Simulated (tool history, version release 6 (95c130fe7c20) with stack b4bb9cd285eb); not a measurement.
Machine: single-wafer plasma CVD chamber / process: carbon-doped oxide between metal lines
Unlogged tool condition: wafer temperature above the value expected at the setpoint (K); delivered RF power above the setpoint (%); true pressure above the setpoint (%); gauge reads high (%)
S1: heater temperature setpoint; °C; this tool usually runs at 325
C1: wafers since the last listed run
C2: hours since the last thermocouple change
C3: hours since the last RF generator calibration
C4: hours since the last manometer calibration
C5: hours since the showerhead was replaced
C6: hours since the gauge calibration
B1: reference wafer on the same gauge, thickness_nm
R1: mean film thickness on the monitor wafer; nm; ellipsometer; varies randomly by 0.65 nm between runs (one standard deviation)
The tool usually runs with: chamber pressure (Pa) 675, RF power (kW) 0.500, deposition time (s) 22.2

{"run": 1, "hour": 0.0, "S1": 325, "chamber pressure (Pa)": 675, "RF power (kW)": 0.5, "deposition time (s)": 22.2, "C1": 0, "C2": 0.7, "C3": 798.3, "C4": 741.9, "C5": 154.3, "C6": 260.1, "B1": 117.004, "R1": 117.972}
{"run": 2, "hour": 51.5, "S1": 325, "chamber pressure (Pa)": 675, "RF power (kW)": 0.5, "deposition time (s)": 22.2, "C1": 1584, "C2": 52.2, "C3": 849.8, "C4": 793.4, "C5": 205.8, "C6": 311.6, "B1": 117.083, "R1": 117.921}
{"run": 3, "hour": 113.9, "S1": 325, "chamber pressure (Pa)": 675, "RF power (kW)": 0.5, "deposition time (s)": 22.2, "C1": 1920, "C2": 114.6, "C3": 912.2, "C4": 855.8, "C5": 268.2, "C6": 374.0, "B1": 117.061, "R1": 116.835}
{"run": 4, "hour": 204.0, "S1": 325, "chamber pressure (Pa)": 675, "RF power (kW)": 0.455, "deposition time (s)": 22.2, "C1": 2772, "C2": 204.7, "C3": 1002.3, "C4": 945.9, "C5": 358.3, "C6": 464.1, "B1": 117.083, "R1": 109.444}
{"run": 5, "hour": 253.6, "S1": 325, "chamber pressure (Pa)": 675, "RF power (kW)": 0.5, "deposition time (s)": 22.2, "C1": 1526, "C2": 254.3, "C3": 1051.9, "C4": 995.5, "C5": 407.9, "C6": 513.7, "B1": 116.822, "R1": 116.356}
{"run": 6, "hour": 319.5, "S1": 325, "chamber pressure (Pa)": 675, "RF power (kW)": 0.5, "deposition time (s)": 22.2, "C1": 2027, "C2": 320.2, "C3": 1117.8, "C4": 1061.4, "C5": 473.8, "C6": 579.6, "B1": 116.902, "R1": 115.126}
{"run": 7, "hour": 364.9, "S1": 325, "chamber pressure (Pa)": 675, "RF power (kW)": 0.5, "deposition time (s)": 22.2, "C1": 1396, "C2": 365.6, "C3": 1163.2, "C4": 1106.8, "C5": 519.2, "C6": 625.0, "B1": 116.872, "R1": 116.377}
{"run": 8, "hour": 442.0, "S1": 313, "chamber pressure (Pa)": 593, "RF power (kW)": 0.595, "deposition time (s)": 17.8, "C1": 2372, "C2": 442.7, "C3": 1240.3, "C4": 1183.9, "C5": 596.3, "C6": 702.1, "B1": 117.087, "R1": 108.357}
{"run": 9, "hour": 533.5, "S1": 325, "chamber pressure (Pa)": 675, "RF power (kW)": 0.445, "deposition time (s)": 22.2, "C1": 2815, "C2": 534.2, "C3": 1331.8, "C4": 1275.4, "C5": 687.8, "C6": 793.6, "B1": 117.119, "R1": 105.508}
{"run": 10, "hour": 600.6, "S1": 325, "chamber pressure (Pa)": 675, "RF power (kW)": 0.585, "deposition time (s)": 22.2, "C1": 2064, "C2": 601.3, "C3": 1398.9, "C4": 1342.5, "C5": 754.9, "C6": 860.7, "B1": 116.804, "R1": 128.631}
{"run": 11, "hour": 691.6, "S1": 325, "chamber pressure (Pa)": 675, "RF power (kW)": 0.5, "deposition time (s)": 22.2, "C1": 2800, "C2": 692.3, "C3": 1489.9, "C4": 1433.5, "C5": 845.9, "C6": 951.7, "B1": 117.149, "R1": 116.041}
{"run": 12, "hour": 733.8, "S1": 325, "chamber pressure (Pa)": 577, "RF power (kW)": 0.59, "deposition time (s)": 22.2, "C1": 1298, "C2": 734.5, "C3": 1532.1, "C4": 1475.7, "C5": 888.1, "C6": 993.9, "B1": 116.924, "R1": 124.654}
{"run": 13, "hour": 1046.3, "S1": 332, "chamber pressure (Pa)": 779, "RF power (kW)": 0.5, "deposition time (s)": 22.2, "C1": 9615, "C2": 1047.0, "C3": 1844.6, "C4": 1788.2, "C5": 1200.6, "C6": 1306.4, "B1": 116.952, "R1": 112.488}
{"hour": 1117.5, "done": "thermocouple changed; heater temperature recalibrated"}
{"run": 14, "hour": 1135.0, "S1": 325, "chamber pressure (Pa)": 675, "RF power (kW)": 0.5, "deposition time (s)": 22.2, "C1": 2483, "C2": 17.5, "C3": 1933.3, "C4": 1876.9, "C5": 1289.3, "C6": 1395.1, "B1": 116.919, "R1": 113.037}
{"hour": 1176.5, "done": "RF generator calibrated"}
{"run": 15, "hour": 1222.7, "S1": 332, "chamber pressure (Pa)": 821, "RF power (kW)": 0.53, "deposition time (s)": 20.9, "C1": 2452, "C2": 105.2, "C3": 46.2, "C4": 1964.6, "C5": 1377.0, "C6": 1482.8, "B1": 116.92, "R1": 117.929}
{"run": 16, "hour": 1299.4, "S1": 325, "chamber pressure (Pa)": 675, "RF power (kW)": 0.5, "deposition time (s)": 22.2, "C1": 2360, "C2": 181.9, "C3": 122.9, "C4": 2041.3, "C5": 1453.7, "C6": 1559.5, "B1": 116.822, "R1": 119.142}
{"run": 17, "hour": 1376.1, "S1": 325, "chamber pressure (Pa)": 675, "RF power (kW)": 0.56, "deposition time (s)": 18.2, "C1": 2360, "C2": 258.6, "C3": 199.6, "C4": 2118.0, "C5": 1530.4, "C6": 1636.2, "B1": 116.896, "R1": 106.635}
{"run": 18, "hour": 1488.1, "S1": 325, "chamber pressure (Pa)": 675, "RF power (kW)": 0.5, "deposition time (s)": 22.2, "C1": 3446, "C2": 370.6, "C3": 311.6, "C4": 2230.0, "C5": 1642.4, "C6": 1748.2, "B1": 117.046, "R1": 118.389}
{"run": 19, "hour": 1545.5, "S1": 336, "chamber pressure (Pa)": 675, "RF power (kW)": 0.5, "deposition time (s)": 22.2, "C1": 1766, "C2": 428.0, "C3": 369.0, "C4": 2287.4, "C5": 1699.8, "C6": 1805.6, "B1": 116.988, "R1": 114.046}
{"run": 20, "hour": 1611.2, "S1": 325, "chamber pressure (Pa)": 760, "RF power (kW)": 0.5, "deposition time (s)": 20.3, "C1": 2021, "C2": 493.7, "C3": 434.7, "C4": 2353.1, "C5": 1765.5, "C6": 1871.3, "B1": 117.059, "R1": 111.722}
{"run": 21, "hour": 1706.7, "S1": 325, "chamber pressure (Pa)": 675, "RF power (kW)": 0.5, "deposition time (s)": 22.2, "C1": 2938, "C2": 589.2, "C3": 530.2, "C4": 2448.6, "C5": 1861.0, "C6": 1966.8, "B1": 116.945, "R1": 119.607}
{"hour": 1725.9, "done": "capacitance manometer re-zeroed and calibrated"}
{"run": 22, "hour": 1774.8, "S1": 325, "chamber pressure (Pa)": 675, "RF power (kW)": 0.5, "deposition time (s)": 26.1, "C1": 1849, "C2": 657.3, "C3": 598.3, "C4": 48.9, "C5": 1929.1, "C6": 2034.9, "B1": 116.927, "R1": 138.382}
{"run": 23, "hour": 1863.5, "S1": 325, "chamber pressure (Pa)": 675, "RF power (kW)": 0.5, "deposition time (s)": 22.2, "C1": 2729, "C2": 746.0, "C3": 687.0, "C4": 137.6, "C5": 2017.8, "C6": 2123.6, "B1": 116.938, "R1": 118.882}
{"run": 24, "hour": 2178.8, "S1": 325, "chamber pressure (Pa)": 513, "RF power (kW)": 0.5, "deposition time (s)": 19.7, "C1": 9701, "C2": 1061.3, "C3": 1002.3, "C4": 452.9, "C5": 2333.1, "C6": 2438.9, "B1": 117.043, "R1": 97.999}
{"run": 25, "hour": 2244.8, "S1": 325, "chamber pressure (Pa)": 624, "RF power (kW)": 0.585, "deposition time (s)": 22.2, "C1": 2030, "C2": 1127.3, "C3": 1068.3, "C4": 518.9, "C5": 2399.1, "C6": 2504.9, "B1": 117.021, "R1": 128.167}
{"hour": 2315.0, "done": "thermocouple changed; heater temperature recalibrated"}
{"run": 26, "hour": 2322.3, "S1": 320, "chamber pressure (Pa)": 549, "RF power (kW)": 0.55, "deposition time (s)": 25.4, "C1": 2138, "C2": 7.3, "C3": 1145.8, "C4": 596.4, "C5": 2476.6, "C6": 2582.4, "B1": 117.074, "R1": 139.886}
{"run": 27, "hour": 2396.4, "S1": 325, "chamber pressure (Pa)": 675, "RF power (kW)": 0.5, "deposition time (s)": 22.2, "C1": 2280, "C2": 81.4, "C3": 1219.9, "C4": 670.5, "C5": 2550.7, "C6": 2656.5, "B1": 116.936, "R1": 116.383}
{"run": 28, "hour": 2630.2, "S1": 336, "chamber pressure (Pa)": 675, "RF power (kW)": 0.5, "deposition time (s)": 26.4, "C1": 7194, "C2": 315.2, "C3": 1453.7, "C4": 904.3, "C5": 2784.5, "C6": 2890.3, "B1": 117.106, "R1": 131.187}
{"run": 29, "hour": 2671.6, "S1": 314, "chamber pressure (Pa)": 529, "RF power (kW)": 0.59, "deposition time (s)": 22.2, "C1": 1273, "C2": 356.6, "C3": 1495.1, "C4": 945.7, "C5": 2825.9, "C6": 2931.7, "B1": 116.924, "R1": 128.309}

Each row is a separate what-if for the run after 29, all from the same tool condition, not one after another. Results?
{"run": "A", "hour": 2672.0, "S1": 315, "chamber pressure (Pa)": 675, "RF power (kW)": 0.5, "deposition time (s)": 22.2, "C1": 12, "C2": 357.0, "C3": 1495.5, "C4": 946.1, "C5": 2826.3, "C6": 2932.1, "B1": "?", "R1": "?"}
{"run": "B", "hour": 2672.0, "S1": 336, "chamber pressure (Pa)": 765, "RF power (kW)": 0.455, "deposition time (s)": 23.5, "C1": 12, "C2": 357.0, "C3": 1495.5, "C4": 946.1, "C5": 2826.3, "C6": 2932.1, "B1": "?", "R1": "?"}
{"run": "C", "hour": 2672.0, "S1": 325, "chamber pressure (Pa)": 584, "RF power (kW)": 0.5, "deposition time (s)": 19.2, "C1": 12, "C2": 357.0, "C3": 1495.5, "C4": 946.1, "C5": 2826.3, "C6": 2932.1, "B1": "?", "R1": "?"}

run=A B1=116.975 R1=121.592
run=B B1=116.975 R1=112.133
run=C B1=116.975 R1=97.277
Had the tool no hidden state, the same runs would have come out as:
run=A R1=125.893
run=B R1=116.735
run=C R1=100.718

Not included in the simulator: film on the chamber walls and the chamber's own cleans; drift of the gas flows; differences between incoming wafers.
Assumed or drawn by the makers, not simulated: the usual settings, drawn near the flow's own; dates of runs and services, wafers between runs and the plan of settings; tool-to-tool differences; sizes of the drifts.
